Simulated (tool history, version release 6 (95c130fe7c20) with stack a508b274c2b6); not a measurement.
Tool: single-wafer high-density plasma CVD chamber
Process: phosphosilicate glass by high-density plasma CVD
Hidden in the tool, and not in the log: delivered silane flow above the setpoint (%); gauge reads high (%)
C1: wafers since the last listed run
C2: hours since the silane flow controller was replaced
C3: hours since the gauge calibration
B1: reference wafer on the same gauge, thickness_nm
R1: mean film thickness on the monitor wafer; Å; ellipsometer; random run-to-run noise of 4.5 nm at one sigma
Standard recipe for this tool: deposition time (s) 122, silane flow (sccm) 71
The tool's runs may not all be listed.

Run 1, hour 0.0: usual settings; C1 0; C2 5397.3; C3 565.2; B1 943.018. Result: R1 8835.65 Å.
Run 2, hour 127.3: usual settings; C1 1121; C2 5524.6; C3 692.5; B1 936.348. Result: R1 8788.06 Å.
Run 3, hour 199.1: usual settings; C1 632; C2 5596.4; C3 764.3; B1 934.588. Result: R1 8817.82 Å.
Run 4, hour 261.4: usual settings; C1 549; C2 5658.7; C3 826.6; B1 932.709. Result: R1 8829.64 Å.
At hour 297.4: silane flow controller replaced.
Run 5, hour 297.9: usual settings; C1 251; C2 0.5; C3 863.1; B1 932.027. Result: R1 8785.25 Å.
Run 6, hour 355.2: usual settings; C1 504; C2 57.8; C3 920.4; B1 929.335. Result: R1 8759.98 Å.
Run 7, hour 386.1: usual settings; C1 272; C2 88.7; C3 951.3; B1 928.816. Result: R1 8733.39 Å.
Run 8, hour 415.3: usual settings; C1 257; C2 117.9; C3 980.5; B1 928.545. Result: R1 8767.66 Å.
Run 9, hour 461.1: usual settings but deposition time (s) 134; C1 403; C2 163.7; C3 1026.3; B1 927.222. Result: R1 9540.65 Å.
At hour 511.7: gauge calibrated.
Run 10, hour 516.7: usual settings but deposition time (s) 129, silane flow (sccm) 58; C1 489; C2 219.3; C3 5.0; B1 955.295. Result: R1 7739.88 Å.
Run 11, hour 577.4: usual settings; C1 534; C2 280.0; C3 65.7; B1 955.077. Result: R1 9006.33 Å.
Run 12, hour 645.6: usual settings but deposition time (s) 131, silane flow (sccm) 80; C1 601; C2 348.2; C3 133.9; B1 953.351. Result: R1 10781.66 Å.
Run 13, hour 702.6: usual settings but deposition time (s) 134; C1 502; C2 405.2; C3 190.9; B1 951.846. Result: R1 9860.30 Å.
Run 14, hour 761.7: usual settings but deposition time (s) 131, silane flow (sccm) 61; C1 520; C2 464.3; C3 250.0; B1 950.750. Result: R1 8267.96 Å.
Run 15, hour 820.2: usual settings but deposition time (s) 137, silane flow (sccm) 59; C1 515; C2 522.8; C3 308.5; B1 947.968. Result: R1 8289.25 Å.
Run 16, hour 921.2: usual settings but deposition time (s) 141, silane flow (sccm) 64; C1 890; C2 623.8; C3 409.5; B1 945.570. Result: R1 9272.52 Å.

Branching from run 16: 5 alternative next runs. What would each branch give?
Run A, hour 921.6: usual settings but silane flow (sccm) 84; C1 3; C2 624.2; C3 409.9; B1 ?. Result: R1 ?.
Run B, hour 921.6: usual settings but deposition time (s) 100, silane flow (sccm) 64; C1 3; C2 624.2; C3 409.9; B1 ?. Result: R1 ?.
Run C, hour 921.6: usual settings but deposition time (s) 101, silane flow (sccm) 77; C1 3; C2 624.2; C3 409.9; B1 ?. Result: R1 ?.
Run D, hour 921.6: usual settings but silane flow (sccm) 64; C1 3; C2 624.2; C3 409.9; B1 ?. Result: R1 ?.
Run E, hour 921.6: usual settings but deposition time (s) 139, silane flow (sccm) 85; C1 3; C2 624.2; C3 409.9; B1 ?. Result: R1 ?.

run       B1        R1
  A  942.517  10528.57
  B  942.517   6575.22
  C  942.517   7989.92
  D  942.517   8021.77
  E  942.517  12138.47
Stripped of hidden state, with their random variation kept, the same runs would have yielded:
run        R1
  A  10696.52
  B   6680.11
  C   8117.38
  D   8149.73
  E  12332.11
